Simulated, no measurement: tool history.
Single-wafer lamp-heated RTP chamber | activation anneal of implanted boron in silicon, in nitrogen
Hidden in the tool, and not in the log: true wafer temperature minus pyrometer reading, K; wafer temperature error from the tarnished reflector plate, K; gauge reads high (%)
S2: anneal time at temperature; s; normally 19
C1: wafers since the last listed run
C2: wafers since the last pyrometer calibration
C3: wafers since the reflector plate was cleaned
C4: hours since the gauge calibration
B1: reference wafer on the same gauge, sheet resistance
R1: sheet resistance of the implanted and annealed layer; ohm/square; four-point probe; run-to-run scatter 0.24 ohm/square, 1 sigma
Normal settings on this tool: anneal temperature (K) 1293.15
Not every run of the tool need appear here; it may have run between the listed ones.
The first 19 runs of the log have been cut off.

run 20 day=16.604 | anneal_temperature_(K)=1293.15 S2=15 | C1=265 C2=2498 C3=2374 C4=399 | B1=147.07 | R1=162.06
run 21 day=17.138 | anneal_temperature_(K)=1280.15 S2=22 | C1=192 C2=2691 C3=2566 C4=411.8 | B1=147.01 | R1=162.79
run 22 day=17.675 | anneal_temperature_(K)=1293.15 S2=19 | C1=194 C2=2886 C3=2761 C4=424.7 | B1=147.02 | R1=161.21
-- day=18.138 gauge calibrated
run 23 day=18.542 | anneal_temperature_(K)=1282.15 S2=22 | C1=313 C2=3199 C3=3074 C4=9.7 | B1=146.98 | R1=162.52
run 24 day=19.383 | anneal_temperature_(K)=1309.15 S2=13 | C1=304 C2=3504 C3=3379 C4=29.9 | B1=146.98 | R1=160.56
run 25 day=20.225 | anneal_temperature_(K)=1317.15 S2=12 | C1=304 C2=3808 C3=3683 C4=50.1 | B1=147.09 | R1=160.12
run 26 day=21.421 | anneal_temperature_(K)=1293.15 S2=19 | C1=432 C2=4241 C3=4116 C4=78.8 | B1=146.97 | R1=160.73
run 27 day=22.275 | anneal_temperature_(K)=1315.15 S2=26 | C1=308 C2=4550 C3=4425 C4=99.3 | B1=147.02 | R1=158.82
-- day=23.246 pyrometer window cleaned and pyrometer calibrated
run 28 day=23.433 | anneal_temperature_(K)=1293.15 S2=19 | C1=298 C2=67 C3=4723 C4=127.1 | B1=147.06 | R1=162.09
run 29 day=24.875 | anneal_temperature_(K)=1293.15 S2=19 | C1=521 C2=589 C3=5245 C4=161.7 | B1=146.97 | R1=161.93
run 30 day=25.95 | anneal_temperature_(K)=1283.15 S2=27 | C1=388 C2=978 C3=5634 C4=187.5 | B1=146.98 | R1=162.72
run 31 day=26.504 | anneal_temperature_(K)=1313.15 S2=28 | C1=200 C2=1178 C3=5834 C4=200.8 | B1=146.97 | R1=159.56
run 32 day=27.304 | anneal_temperature_(K)=1318.15 S2=25 | C1=289 C2=1467 C3=6123 C4=220 | B1=146.92 | R1=159.28
run 33 day=28.775 | anneal_temperature_(K)=1272.15 S2=10 | C1=532 C2=1999 C3=6655 C4=255.3 | B1=146.97 | R1=166.68

Here are 3 independent what-if runs from the current tool condition. What would each one return?
run A day=28.792 | anneal_temperature_(K)=1293.15 S2=19 | C1=6 C2=2005 C3=6661 C4=255.7 | B1=? | R1=?
run B day=28.792 | anneal_temperature_(K)=1274.15 S2=19 | C1=6 C2=2005 C3=6661 C4=255.7 | B1=? | R1=?
run C day=28.792 | anneal_temperature_(K)=1320.15 S2=10 | C1=6 C2=2005 C3=6661 C4=255.7 | B1=? | R1=?

run=A B1=147.01 R1=161.66
run=B B1=147.01 R1=164.45
run=C B1=147.01 R1=160.88
Stripped of hidden state, with their random variation kept, the same runs would have yielded:
run=A R1=162.72
run=B R1=166.84
run=C R1=161.33

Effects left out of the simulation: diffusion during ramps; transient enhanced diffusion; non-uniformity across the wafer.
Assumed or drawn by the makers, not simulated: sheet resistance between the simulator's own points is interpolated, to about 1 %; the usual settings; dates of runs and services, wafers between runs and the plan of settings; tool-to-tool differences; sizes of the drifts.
